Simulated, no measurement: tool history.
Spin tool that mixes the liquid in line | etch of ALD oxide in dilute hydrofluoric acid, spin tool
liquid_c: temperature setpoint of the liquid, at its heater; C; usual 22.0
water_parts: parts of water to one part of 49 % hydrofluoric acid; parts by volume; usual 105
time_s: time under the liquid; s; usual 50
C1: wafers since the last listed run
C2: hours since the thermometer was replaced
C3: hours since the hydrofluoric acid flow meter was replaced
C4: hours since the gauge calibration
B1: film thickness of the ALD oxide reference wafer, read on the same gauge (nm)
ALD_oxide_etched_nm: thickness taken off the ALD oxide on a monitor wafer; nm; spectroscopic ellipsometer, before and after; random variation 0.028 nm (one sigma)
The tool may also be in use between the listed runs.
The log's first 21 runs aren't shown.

run 22 day=10.467 | liquid_c=22.0 water_parts=105 time_s=50 | C1=185 C2=55.7 C3=28.4 C4=174.8 | B1=129.98 | ALD_oxide_etched_nm=5.40
run 23 day=10.829 | liquid_c=18.5 water_parts=60 time_s=50 | C1=100 C2=64.4 C3=37.1 C4=183.5 | B1=129.99 | ALD_oxide_etched_nm=8.71
run 24 day=11.567 | liquid_c=17.5 water_parts=120 time_s=35 | C1=203 C2=82.1 C3=54.8 C4=201.2 | B1=130.00 | ALD_oxide_etched_nm=2.72
run 25 day=11.842 | liquid_c=19.0 water_parts=75 time_s=70 | C1=75 C2=88.7 C3=61.4 C4=207.8 | B1=129.99 | ALD_oxide_etched_nm=9.73
run 26 day=12.225 | liquid_c=22.0 water_parts=65 time_s=50 | C1=105 C2=97.9 C3=70.6 C4=217.0 | B1=130.01 | ALD_oxide_etched_nm=9.18
run 27 day=12.825 | liquid_c=22.0 water_parts=105 time_s=50 | C1=165 C2=112.3 C3=85.0 C4=231.4 | B1=129.98 | ALD_oxide_etched_nm=5.48
run 28 day=13.275 | liquid_c=22.0 water_parts=105 time_s=50 | C1=124 C2=123.1 C3=95.8 C4=242.2 | B1=130.02 | ALD_oxide_etched_nm=5.41
run 29 day=13.979 | liquid_c=24.0 water_parts=150 time_s=65 | C1=194 C2=140.0 C3=112.7 C4=259.1 | B1=130.00 | ALD_oxide_etched_nm=5.16
run 30 day=14.554 | liquid_c=20.5 water_parts=60 time_s=50 | C1=158 C2=153.8 C3=126.5 C4=272.9 | B1=130.01 | ALD_oxide_etched_nm=9.48
run 31 day=15.279 | liquid_c=22.0 water_parts=120 time_s=40 | C1=200 C2=171.2 C3=143.9 C4=290.3 | B1=130.01 | ALD_oxide_etched_nm=3.78
run 32 day=15.854 | liquid_c=26.0 water_parts=125 time_s=50 | C1=158 C2=185.0 C3=157.7 C4=304.1 | B1=129.99 | ALD_oxide_etched_nm=5.25
run 33 day=16.433 | liquid_c=22.0 water_parts=90 time_s=50 | C1=160 C2=198.9 C3=171.6 C4=318.0 | B1=130.01 | ALD_oxide_etched_nm=6.57
run 34 day=16.817 | liquid_c=24.5 water_parts=80 time_s=70 | C1=105 C2=208.1 C3=180.8 C4=327.2 | B1=130.02 | ALD_oxide_etched_nm=11.59
run 35 day=17.479 | liquid_c=18.0 water_parts=85 time_s=20 | C1=183 C2=224.0 C3=196.7 C4=343.1 | B1=130.00 | ALD_oxide_etched_nm=2.39
run 36 day=18.062 | liquid_c=24.0 water_parts=140 time_s=50 | C1=161 C2=238.0 C3=210.7 C4=357.1 | B1=129.98 | ALD_oxide_etched_nm=4.33

3 ways to go on from here, each from the tool as it stands after run 36. What would each give?
run A day=18.079 | liquid_c=22.0 water_parts=75 time_s=50 | C1=4 C2=238.4 C3=211.1 C4=357.5 | B1=? | ALD_oxide_etched_nm=?
run B day=18.079 | liquid_c=22.0 water_parts=105 time_s=40 | C1=4 C2=238.4 C3=211.1 C4=357.5 | B1=? | ALD_oxide_etched_nm=?
run C day=18.079 | liquid_c=22.0 water_parts=85 time_s=75 | C1=4 C2=238.4 C3=211.1 C4=357.5 | B1=? | ALD_oxide_etched_nm=?

run=A B1=130.00 ALD_oxide_etched_nm=8.09
run=B B1=130.00 ALD_oxide_etched_nm=4.46
run=C B1=130.00 ALD_oxide_etched_nm=10.58
Without the tool's hidden state the same runs would have given:
run=A ALD_oxide_etched_nm=7.84
run=B ALD_oxide_etched_nm=4.32
run=C ALD_oxide_etched_nm=10.25
